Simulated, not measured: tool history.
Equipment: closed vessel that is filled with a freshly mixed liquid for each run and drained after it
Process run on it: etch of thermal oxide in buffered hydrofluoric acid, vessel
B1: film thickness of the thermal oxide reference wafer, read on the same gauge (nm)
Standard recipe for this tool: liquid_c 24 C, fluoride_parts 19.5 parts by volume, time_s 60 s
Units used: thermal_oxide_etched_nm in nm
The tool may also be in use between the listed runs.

Run 1, hour 0: usual settings but liquid_c 20.5 C; B1 119.99. Result: thermal_oxide_etched_nm 25.84 nm.
Run 2, hour 26: usual settings but liquid_c 20.5 C; B1 120.05. Result: thermal_oxide_etched_nm 25.65 nm.
Run 3, hour 49.5: usual settings; B1 120.05. Result: thermal_oxide_etched_nm 31.18 nm.
Run 4, hour 83.8: usual settings; B1 120.03. Result: thermal_oxide_etched_nm 30.89 nm.
Run 5, hour 107.7: usual settings; B1 119.98. Result: thermal_oxide_etched_nm 30.78 nm.
Run 6, hour 126.6: usual settings; B1 119.98. Result: thermal_oxide_etched_nm 30.68 nm.
Run 7, hour 140.3: usual settings but liquid_c 22.5 C, fluoride_parts 25.5 parts by volume; B1 120.02. Result: thermal_oxide_etched_nm 23.96 nm.
Run 8, hour 174.3: usual settings; B1 119.97. Result: thermal_oxide_etched_nm 30.63 nm.
Run 9, hour 203.7: usual settings; B1 119.99. Result: thermal_oxide_etched_nm 30.68 nm.
Run 10, hour 236.9: usual settings; B1 120. Result: thermal_oxide_etched_nm 30.62 nm.
Run 11, hour 256.7: usual settings; B1 119.95. Result: thermal_oxide_etched_nm 30.18 nm.
Run 12, hour 282.3: usual settings; B1 119.99. Result: thermal_oxide_etched_nm 30.73 nm.
Run 13, hour 312.1: usual settings; B1 119.96. Result: thermal_oxide_etched_nm 30.03 nm.
At hour 335.1: gauge calibrated.
Run 14, hour 341.8: usual settings but liquid_c 20 C, fluoride_parts 24.5 parts by volume; B1 119.97. Result: thermal_oxide_etched_nm 20.93 nm.
Run 15, hour 365.3: usual settings but liquid_c 20 C, fluoride_parts 24.5 parts by volume; B1 120. Result: thermal_oxide_etched_nm 20.69 nm.
Run 16, hour 384.2: usual settings but liquid_c 28.5 C; B1 120.01. Result: thermal_oxide_etched_nm 38 nm.
Run 17, hour 403.7: usual settings but liquid_c 28 C, time_s 80 s; B1 119.97. Result: thermal_oxide_etched_nm 50.36 nm.
Run 18, hour 437.7: usual settings but fluoride_parts 15 parts by volume; B1 120.04. Result: thermal_oxide_etched_nm 38.38 nm.
Run 19, hour 454.3: usual settings but fluoride_parts 15 parts by volume; B1 120.02. Result: thermal_oxide_etched_nm 38.28 nm.
Run 20, hour 479: usual settings but liquid_c 19 C, fluoride_parts 26.5 parts by volume, time_s 35 s; B1 120.02. Result: thermal_oxide_etched_nm 10.95 nm.
Run 21, hour 494.5: usual settings; B1 119.97. Result: thermal_oxide_etched_nm 29.65 nm.
At hour 521.2: thermometer replaced.
Run 22, hour 546.4: usual settings but liquid_c 28 C; B1 119.94. Result: thermal_oxide_etched_nm 36.29 nm.
Run 23, hour 559.2: usual settings but fluoride_parts 27.5 parts by volume, time_s 90 s; B1 119.97. Result: thermal_oxide_etched_nm 34.75 nm.
Run 24, hour 589.5: usual settings but liquid_c 22.5 C, fluoride_parts 23.5 parts by volume, time_s 40 s; B1 119.97. Result: thermal_oxide_etched_nm 15.99 nm.
Run 25, hour 604.4: usual settings but liquid_c 21.5 C, time_s 75 s; B1 119.96. Result: thermal_oxide_etched_nm 31.78 nm.

Run 26 has not been measured yet. What should we expect?
At hour 608: hydrofluoric acid flow meter replaced.
Run 26, hour 639.1: usual settings but liquid_c 20 C, fluoride_parts 24.5 parts by volume; B1 ?. Result: thermal_oxide_etched_nm ?.

{"run 26": {"B1": 119.97, "thermal_oxide_etched_nm": 22.09}}
Take away the tool's hidden state, keep the run-to-run variation as it was, and the same run would have given thermal_oxide_etched_nm 22.44 nm.
